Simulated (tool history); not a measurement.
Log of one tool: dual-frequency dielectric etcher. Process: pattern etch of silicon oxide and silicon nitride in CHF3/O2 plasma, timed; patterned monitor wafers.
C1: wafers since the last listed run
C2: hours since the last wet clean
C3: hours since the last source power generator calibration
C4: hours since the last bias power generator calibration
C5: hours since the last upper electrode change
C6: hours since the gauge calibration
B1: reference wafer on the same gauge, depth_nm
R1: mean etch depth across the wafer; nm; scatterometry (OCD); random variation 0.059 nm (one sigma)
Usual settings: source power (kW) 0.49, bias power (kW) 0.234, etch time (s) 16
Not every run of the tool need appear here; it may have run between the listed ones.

{"run": 1, "hour": 0.0, "source power (kW)": 0.49, "bias power (kW)": 0.234, "etch time (s)": 16, "C1": 0, "C2": 25.3, "C3": 4285.4, "C4": 2674.7, "C5": 4427.9, "C6": 101.1, "B1": 29.53, "R1": 26.06}
{"run": 2, "hour": 13.9, "source power (kW)": 0.49, "bias power (kW)": 0.234, "etch time (s)": 16, "C1": 188, "C2": 39.2, "C3": 4299.3, "C4": 2688.6, "C5": 4441.8, "C6": 115, "B1": 29.52, "R1": 26.02}
{"run": 3, "hour": 34.5, "source power (kW)": 0.49, "bias power (kW)": 0.234, "etch time (s)": 16, "C1": 279, "C2": 59.8, "C3": 4319.9, "C4": 2709.2, "C5": 4462.4, "C6": 135.6, "B1": 29.47, "R1": 25.93}
{"run": 4, "hour": 49.9, "source power (kW)": 0.49, "bias power (kW)": 0.234, "etch time (s)": 16, "C1": 208, "C2": 75.2, "C3": 4335.3, "C4": 2724.6, "C5": 4477.8, "C6": 151, "B1": 29.47, "R1": 25.89}
{"run": 5, "hour": 114.3, "source power (kW)": 0.49, "bias power (kW)": 0.234, "etch time (s)": 16, "C1": 872, "C2": 139.6, "C3": 4399.7, "C4": 2789, "C5": 4542.2, "C6": 215.4, "B1": 29.43, "R1": 26.05}
{"run": 6, "hour": 187.5, "source power (kW)": 0.49, "bias power (kW)": 0.201, "etch time (s)": 20, "C1": 991, "C2": 212.8, "C3": 4472.9, "C4": 2862.2, "C5": 4615.4, "C6": 288.6, "B1": 29.38, "R1": 30.13}
{"run": 7, "hour": 254.6, "source power (kW)": 0.49, "bias power (kW)": 0.234, "etch time (s)": 16, "C1": 909, "C2": 279.9, "C3": 4540, "C4": 2929.3, "C5": 4682.5, "C6": 355.7, "B1": 29.37, "R1": 25.91}
{"run": 8, "hour": 279.4, "source power (kW)": 0.42, "bias power (kW)": 0.234, "etch time (s)": 16, "C1": 335, "C2": 304.7, "C3": 4564.8, "C4": 2954.1, "C5": 4707.3, "C6": 380.5, "B1": 29.36, "R1": 24.92}
{"run": 9, "hour": 293.1, "source power (kW)": 0.42, "bias power (kW)": 0.234, "etch time (s)": 16, "C1": 185, "C2": 318.4, "C3": 4578.5, "C4": 2967.8, "C5": 4721, "C6": 394.2, "B1": 29.36, "R1": 24.92}
{"run": 10, "hour": 314.2, "source power (kW)": 0.49, "bias power (kW)": 0.234, "etch time (s)": 16, "C1": 285, "C2": 339.5, "C3": 4599.6, "C4": 2988.9, "C5": 4742.1, "C6": 415.3, "B1": 29.33, "R1": 25.9}
{"hour": 341.6, "done": "upper electrode replaced"}
{"run": 11, "hour": 347.4, "source power (kW)": 0.49, "bias power (kW)": 0.234, "etch time (s)": 16, "C1": 124, "C2": 372.7, "C3": 4632.8, "C4": 3022.1, "C5": 5.8, "C6": 448.5, "B1": 29.34, "R1": 25.85}
{"run": 12, "hour": 359.9, "source power (kW)": 0.43, "bias power (kW)": 0.214, "etch time (s)": 12, "C1": 169, "C2": 385.2, "C3": 4645.3, "C4": 3034.6, "C5": 18.3, "C6": 461, "B1": 29.33, "R1": 18.05}
{"run": 13, "hour": 383.4, "source power (kW)": 0.49, "bias power (kW)": 0.234, "etch time (s)": 16, "C1": 318, "C2": 408.7, "C3": 4668.8, "C4": 3058.1, "C5": 41.8, "C6": 484.5, "B1": 29.32, "R1": 25.84}
{"hour": 397.2, "done": "gauge calibrated"}
{"run": 14, "hour": 414.7, "source power (kW)": 0.45, "bias power (kW)": 0.206, "etch time (s)": 18.5, "C1": 424, "C2": 440, "C3": 4700.1, "C4": 3089.4, "C5": 73.1, "C6": 17.5, "B1": 29.63, "R1": 27.78}
{"run": 15, "hour": 441.4, "source power (kW)": 0.49, "bias power (kW)": 0.234, "etch time (s)": 14, "C1": 361, "C2": 466.7, "C3": 4726.8, "C4": 3116.1, "C5": 99.8, "C6": 44.2, "B1": 29.58, "R1": 22.84}
{"run": 16, "hour": 462.0, "source power (kW)": 0.49, "bias power (kW)": 0.234, "etch time (s)": 16, "C1": 279, "C2": 487.3, "C3": 4747.4, "C4": 3136.7, "C5": 120.4, "C6": 64.8, "B1": 29.52, "R1": 26.15}
{"hour": 490.7, "done": "source power generator calibrated"}
{"hour": 498.0, "done": "wet clean of the chamber"}
{"run": 17, "hour": 498.5, "source power (kW)": 0.57, "bias power (kW)": 0.259, "etch time (s)": 14.5, "C1": 341, "C2": 0.5, "C3": 7.8, "C4": 3173.2, "C5": 156.9, "C6": 101.3, "B1": 29.51, "R1": 25.71}
{"hour": 510.0, "done": "bias power generator calibrated"}
{"run": 18, "hour": 530.4, "source power (kW)": 0.58, "bias power (kW)": 0.234, "etch time (s)": 19, "C1": 377, "C2": 32.4, "C3": 39.7, "C4": 20.4, "C5": 188.8, "C6": 133.2, "B1": 29.47, "R1": 32.2}
{"run": 19, "hour": 561.6, "source power (kW)": 0.56, "bias power (kW)": 0.181, "etch time (s)": 20.5, "C1": 422, "C2": 63.6, "C3": 70.9, "C4": 51.6, "C5": 220, "C6": 164.4, "B1": 29.41, "R1": 30.36}

Forecast run 20:
{"run": 20, "hour": 581.7, "source power (kW)": 0.58, "bias power (kW)": 0.197, "etch time (s)": 18, "C1": 272, "C2": 83.7, "C3": 91, "C4": 71.7, "C5": 240.1, "C6": 184.5, "B1": "?", "R1": "?"}

B1: 29.42
R1: 28.06 nm
If the tool had no hidden condition, the same run with the same run-to-run variation would have returned R1 28.34 nm.
